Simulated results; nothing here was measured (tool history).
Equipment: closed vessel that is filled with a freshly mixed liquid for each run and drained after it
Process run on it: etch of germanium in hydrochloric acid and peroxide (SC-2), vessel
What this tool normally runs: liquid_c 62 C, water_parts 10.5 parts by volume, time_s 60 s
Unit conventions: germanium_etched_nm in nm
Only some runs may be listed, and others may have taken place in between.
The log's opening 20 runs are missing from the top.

run	hour	liquid_c	water_parts	time_s	wafers since the last listed run	hours since the thermometer was replaced	hours since the chemicals flow meter was replaced	hours since the drum of peroxide was connected	hours since the gauge calibration	read-back film thickness of the germanium reference wafer, read on the same gauge (nm)	germanium_etched_nm
21	227.7	62	10.5	60	1106	17.5	102	12.9	22.6	150	284.31
22	238.5	68.5	8	60	1021	28.3	112.8	23.7	33.4	150	351.76
23	250.7	62	10.5	60	1154	40.5	125	35.9	45.6	149.99	283.11
24	257	62	10.5	60	595	46.8	131.3	42.2	51.9	150.03	283.04
25	265.1	65	5.5	60	766	54.9	139.4	50.3	60	149.99	325.01
26	277.9	62	10.5	60	1210	67.7	152.2	63.1	72.8	150	282.49
27	287.9	70	10.5	80	945	77.7	162.2	73.1	82.8	149.98	470.75
28	296.6	67	10.5	85	823	86.4	170.9	81.8	91.5	149.98	462.78
29	306.2	66.5	7	75	908	96	180.5	91.4	101.1	149.94	416.5
30	319.8	57.5	14	60	1286	109.6	194.1	105	114.7	150.01	237.2

Predict each of these 4 candidate next runs independently; none follows another, all start after run 30:
A	320.5	62	10.5	80	66	110.3	194.8	105.7	115.4	?	?
B	320.5	57.5	8.5	95	66	110.3	194.8	105.7	115.4	?	?
C	320.5	54.5	13	85	66	110.3	194.8	105.7	115.4	?	?
D	320.5	62	10.5	35	66	110.3	194.8	105.7	115.4	?	?

run	read-back film thickness of the germanium reference wafer, read on the same gauge (nm)	germanium_etched_nm
A	150.02	374.73
B	150.02	398.13
C	150.02	310.28
D	150.02	163.94
Without the tool's unlogged condition, the same runs would have read:
run	germanium_etched_nm
A	379.97
B	403.6
C	314.87
D	166.24
